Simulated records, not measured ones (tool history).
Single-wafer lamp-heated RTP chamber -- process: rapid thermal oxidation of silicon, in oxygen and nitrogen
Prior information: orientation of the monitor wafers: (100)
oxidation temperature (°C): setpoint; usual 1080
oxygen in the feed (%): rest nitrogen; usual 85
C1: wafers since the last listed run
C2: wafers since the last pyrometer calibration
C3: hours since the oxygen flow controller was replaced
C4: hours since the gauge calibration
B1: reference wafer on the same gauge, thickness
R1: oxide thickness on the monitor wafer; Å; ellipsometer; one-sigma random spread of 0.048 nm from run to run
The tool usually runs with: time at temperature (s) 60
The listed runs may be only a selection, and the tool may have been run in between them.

Run 1, hour 0: usual settings but oxygen in the feed (%) 70; C1 0; C2 640; C3 5614.9; C4 89; B1 8.972. Result: R1 89.89 Å.
Run 2, hour 15.2: usual settings but oxygen in the feed (%) 70; C1 235; C2 875; C3 5630.1; C4 104.2; B1 8.963. Result: R1 91.23 Å.
Run 3, hour 32.1: usual settings but time at temperature (s) 73, oxygen in the feed (%) 69; C1 261; C2 1136; C3 5647; C4 121.1; B1 8.972. Result: R1 97.75 Å.
Run 4, hour 47.8: usual settings but time at temperature (s) 73, oxygen in the feed (%) 69; C1 242; C2 1379; C3 5662.7; C4 136.8; B1 8.989. Result: R1 98.4 Å.
Run 5, hour 61.3: usual settings but time at temperature (s) 73, oxygen in the feed (%) 69; C1 208; C2 1588; C3 5676.2; C4 150.3; B1 8.978. Result: R1 98.74 Å.
Run 6, hour 79.3: usual settings; C1 278; C2 1866; C3 5694.2; C4 168.3; B1 8.975. Result: R1 98.88 Å.
Run 7, hour 93.6: usual settings; C1 221; C2 2088; C3 5708.5; C4 182.6; B1 8.982. Result: R1 97.68 Å.
Run 8, hour 108.3: usual settings but time at temperature (s) 68, oxygen in the feed (%) 98; C1 227; C2 2315; C3 5723.2; C4 197.3; B1 8.973. Result: R1 108.2 Å.
At hour 125.6: oxygen flow controller replaced.
At hour 127.5: pyrometer window cleaned and pyrometer calibrated.
Run 9, hour 128: usual settings but oxidation temperature (°C) 1070, oxygen in the feed (%) 65; C1 151; C2 8; C3 2.4; C4 217; B1 8.964. Result: R1 85.56 Å.
Run 10, hour 132.9: usual settings but oxidation temperature (°C) 1093, time at temperature (s) 72, oxygen in the feed (%) 74; C1 75; C2 84; C3 7.3; C4 221.9; B1 8.966. Result: R1 112.91 Å.
At hour 143.7: gauge calibrated.
Run 11, hour 149.8: usual settings but oxygen in the feed (%) 70; C1 261; C2 345; C3 24.2; C4 6.1; B1 8.98. Result: R1 95.16 Å.
Run 12, hour 163.6: usual settings but oxidation temperature (°C) 1070, oxygen in the feed (%) 63; C1 213; C2 558; C3 38; C4 19.9; B1 8.966. Result: R1 85.96 Å.
At hour 172.4: pyrometer window cleaned and pyrometer calibrated, repeated, since the last time left the tool worse.
Run 13, hour 177.5: usual settings; C1 91; C2 79; C3 51.9; C4 33.8; B1 8.963. Result: R1 94.6 Å.
Run 14, hour 189.1: usual settings but time at temperature (s) 68, oxygen in the feed (%) 98; C1 179; C2 258; C3 63.5; C4 45.4; B1 8.978. Result: R1 105.54 Å.
Run 15, hour 201.9: usual settings but oxidation temperature (°C) 1105, oxygen in the feed (%) 68; C1 198; C2 456; C3 76.3; C4 58.2; B1 8.973. Result: R1 103.69 Å.

Here are 3 independent what-if runs from the current tool condition. What would each one return?
Run A, hour 202.3: usual settings; C1 6; C2 463; C3 76.7; C4 58.6; B1 ?. Result: R1 ?.
Run B, hour 202.3: usual settings but oxidation temperature (°C) 1099, time at temperature (s) 51, oxygen in the feed (%) 98; C1 6; C2 463; C3 76.7; C4 58.6; B1 ?. Result: R1 ?.
Run C, hour 202.3: usual settings but oxidation temperature (°C) 1055, time at temperature (s) 88, oxygen in the feed (%) 95; C1 6; C2 463; C3 76.7; C4 58.6; B1 ?. Result: R1 ?.

run     B1      R1
  A  8.955   94.71
  B  8.955  104.71
  C  8.955   99.25
The same runs, with their run-to-run variation unchanged, on a tool lacking any hidden condition would have given:
run     R1
  A   93.4
  B  103.3
  C  97.81
